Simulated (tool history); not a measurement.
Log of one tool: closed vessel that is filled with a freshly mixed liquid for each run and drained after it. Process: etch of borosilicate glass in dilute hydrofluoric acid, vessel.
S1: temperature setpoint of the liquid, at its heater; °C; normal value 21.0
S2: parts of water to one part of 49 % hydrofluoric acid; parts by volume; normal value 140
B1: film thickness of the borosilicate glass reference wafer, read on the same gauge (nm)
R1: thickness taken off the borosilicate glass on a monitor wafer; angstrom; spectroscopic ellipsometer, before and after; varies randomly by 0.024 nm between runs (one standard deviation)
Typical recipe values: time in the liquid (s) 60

{"run": 1, "hour": 0.0, "S1": 21.0, "S2": 140, "time in the liquid (s)": 60, "B1": 60.01, "R1": 77.8}
{"run": 2, "hour": 23.5, "S1": 21.0, "S2": 140, "time in the liquid (s)": 60, "B1": 60.01, "R1": 77.9}
{"run": 3, "hour": 105.5, "S1": 21.0, "S2": 140, "time in the liquid (s)": 60, "B1": 59.97, "R1": 77.6}
{"run": 4, "hour": 127.4, "S1": 21.0, "S2": 140, "time in the liquid (s)": 60, "B1": 60.02, "R1": 77.7}
{"run": 5, "hour": 140.4, "S1": 21.0, "S2": 140, "time in the liquid (s)": 60, "B1": 60.01, "R1": 78.0}
{"run": 6, "hour": 156.8, "S1": 21.0, "S2": 140, "time in the liquid (s)": 60, "B1": 59.99, "R1": 77.6}
{"run": 7, "hour": 182.0, "S1": 21.0, "S2": 140, "time in the liquid (s)": 50, "B1": 60.0, "R1": 65.0}
{"hour": 189.4, "done": "gauge calibrated"}
{"run": 8, "hour": 214.0, "S1": 21.0, "S2": 140, "time in the liquid (s)": 50, "B1": 60.03, "R1": 64.9}
{"run": 9, "hour": 238.9, "S1": 21.0, "S2": 140, "time in the liquid (s)": 50, "B1": 59.96, "R1": 64.9}
{"run": 10, "hour": 256.3, "S1": 21.0, "S2": 140, "time in the liquid (s)": 35, "B1": 60.01, "R1": 45.3}
{"run": 11, "hour": 268.9, "S1": 21.0, "S2": 140, "time in the liquid (s)": 35, "B1": 59.96, "R1": 45.6}
{"hour": 285.7, "done": "thermometer replaced"}
{"run": 12, "hour": 302.6, "S1": 24.5, "S2": 140, "time in the liquid (s)": 60, "B1": 60.0, "R1": 96.4}
{"run": 13, "hour": 338.0, "S1": 21.0, "S2": 140, "time in the liquid (s)": 60, "B1": 60.03, "R1": 83.9}
{"run": 14, "hour": 358.5, "S1": 19.0, "S2": 100, "time in the liquid (s)": 90, "B1": 60.03, "R1": 169.6}
{"run": 15, "hour": 380.5, "S1": 22.5, "S2": 105, "time in the liquid (s)": 50, "B1": 59.99, "R1": 102.7}
{"run": 16, "hour": 394.8, "S1": 24.5, "S2": 140, "time in the liquid (s)": 30, "B1": 60.01, "R1": 48.3}
{"run": 17, "hour": 414.2, "S1": 21.0, "S2": 140, "time in the liquid (s)": 35, "B1": 59.96, "R1": 49.1}
{"hour": 428.0, "done": "hydrofluoric acid flow meter replaced"}
{"run": 18, "hour": 444.2, "S1": 26.0, "S2": 175, "time in the liquid (s)": 70, "B1": 59.99, "R1": 84.9}
{"run": 19, "hour": 462.9, "S1": 21.0, "S2": 140, "time in the liquid (s)": 40, "B1": 60.01, "R1": 52.4}
{"run": 20, "hour": 494.8, "S1": 21.0, "S2": 140, "time in the liquid (s)": 70, "B1": 60.03, "R1": 91.7}
{"run": 21, "hour": 527.8, "S1": 21.0, "S2": 140, "time in the liquid (s)": 60, "B1": 60.0, "R1": 77.8}
{"run": 22, "hour": 543.1, "S1": 26.0, "S2": 160, "time in the liquid (s)": 60, "B1": 60.0, "R1": 81.8}
{"run": 23, "hour": 561.8, "S1": 24.5, "S2": 85, "time in the liquid (s)": 60, "B1": 60.0, "R1": 157.7}
{"run": 24, "hour": 574.7, "S1": 17.5, "S2": 85, "time in the liquid (s)": 60, "B1": 59.97, "R1": 118.5}
{"run": 25, "hour": 594.7, "S1": 24.5, "S2": 110, "time in the liquid (s)": 60, "B1": 59.99, "R1": 118.0}
{"run": 26, "hour": 610.0, "S1": 23.5, "S2": 115, "time in the liquid (s)": 85, "B1": 60.02, "R1": 152.1}
{"run": 27, "hour": 630.5, "S1": 21.0, "S2": 140, "time in the liquid (s)": 60, "B1": 59.99, "R1": 78.0}
{"run": 28, "hour": 646.2, "S1": 23.5, "S2": 115, "time in the liquid (s)": 35, "B1": 59.99, "R1": 63.4}
{"run": 29, "hour": 658.3, "S1": 22.5, "S2": 190, "time in the liquid (s)": 30, "B1": 60.0, "R1": 29.0}
{"run": 30, "hour": 688.6, "S1": 21.0, "S2": 90, "time in the liquid (s)": 85, "B1": 59.97, "R1": 181.0}
{"run": 31, "hour": 700.9, "S1": 22.5, "S2": 115, "time in the liquid (s)": 45, "B1": 60.01, "R1": 78.3}
{"run": 32, "hour": 736.2, "S1": 24.5, "S2": 110, "time in the liquid (s)": 60, "B1": 59.97, "R1": 118.4}

Alternative continuations, all from the tool just after run 32; predict every row:
{"run": "A", "hour": 736.9, "S1": 21.0, "S2": 140, "time in the liquid (s)": 60, "B1": "?", "R1": "?"}
{"run": "B", "hour": 736.9, "S1": 24.0, "S2": 140, "time in the liquid (s)": 60, "B1": "?", "R1": "?"}
{"run": "C", "hour": 736.9, "S1": 21.0, "S2": 140, "time in the liquid (s)": 85, "B1": "?", "R1": "?"}
{"run": "D", "hour": 736.9, "S1": 17.0, "S2": 140, "time in the liquid (s)": 60, "B1": "?", "R1": "?"}
{"run": "E", "hour": 736.9, "S1": 22.5, "S2": 105, "time in the liquid (s)": 75, "B1": "?", "R1": "?"}

run=A B1=59.99 R1=78.6
run=B B1=59.99 R1=88.4
run=C B1=59.99 R1=111.3
run=D B1=59.99 R1=66.8
run=E B1=59.99 R1=144.5
Take away the tool's hidden state, keep each run's random variation, and the runs would have read:
run=A R1=79.4
run=B R1=89.3
run=C R1=112.5
run=D R1=67.6
run=E R1=146.2
